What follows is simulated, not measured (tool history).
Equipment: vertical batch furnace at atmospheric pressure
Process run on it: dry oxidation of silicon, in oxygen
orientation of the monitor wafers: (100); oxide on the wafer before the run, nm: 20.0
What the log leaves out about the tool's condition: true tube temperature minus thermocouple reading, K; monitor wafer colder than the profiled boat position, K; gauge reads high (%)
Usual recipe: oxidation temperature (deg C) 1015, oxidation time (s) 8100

run   hour  oxidation temperature (deg C)  oxidation time (s)  wafers since the last listed run  hours since the last temperature calibration  hours since the boat lift was adjusted  hours since the gauge calibration  read-back reference wafer on the same gauge, thickness  oxide thickness on the monitor wafer (angstrom)
  1      0                           1015                8100                                 0                                        5249.2                                  4293.1                              244.4                                                  118.02                                           1086.5
      16.7  -- gauge calibrated
  2   17.9                           1015                8100                               192                                        5267.1                                    4311                                1.2                                                     118                                           1088.9
  3   50.8                           1015                8100                               353                                          5300                                  4343.9                               34.1                                                  118.02                                           1086.2
  4   70.1                           1015                6840                               207                                        5319.3                                  4363.2                               53.4                                                     118                                            977.7
  5   95.5                           1015                8100                               272                                        5344.7                                  4388.6                               78.8                                                  117.93                                           1089.7
  6  118.1                           1015                8100                               242                                        5367.3                                  4411.2                              101.4                                                  118.02                                           1087.7
  7  144.2                           1015                8100                               280                                        5393.4                                  4437.3                              127.5                                                  117.98                                           1087.1
  8  157.6                            998                8100                               143                                        5406.8                                  4450.7                              140.9                                                  117.99                                            941.7
     200.8  -- boat lift adjusted
  9  201.3                           1015               10170                               211                                        5450.5                                     0.5                              184.6                                                  117.98                                           1254.1
 10  212.7                           1015                6060                               122                                        5461.9                                    11.9                                196                                                  118.03                                            905.6

For run 11, what comes out?
 11  235.8                           1028                8100                               248                                          5485                                      35                              219.1                                                       ?                                                ?

read-back reference wafer on the same gauge, thickness: 118.01
oxide thickness on the monitor wafer (angstrom): 1210.2
With no hidden state in the tool, this same run would have given oxide thickness on the monitor wafer (angstrom) 1210.2.

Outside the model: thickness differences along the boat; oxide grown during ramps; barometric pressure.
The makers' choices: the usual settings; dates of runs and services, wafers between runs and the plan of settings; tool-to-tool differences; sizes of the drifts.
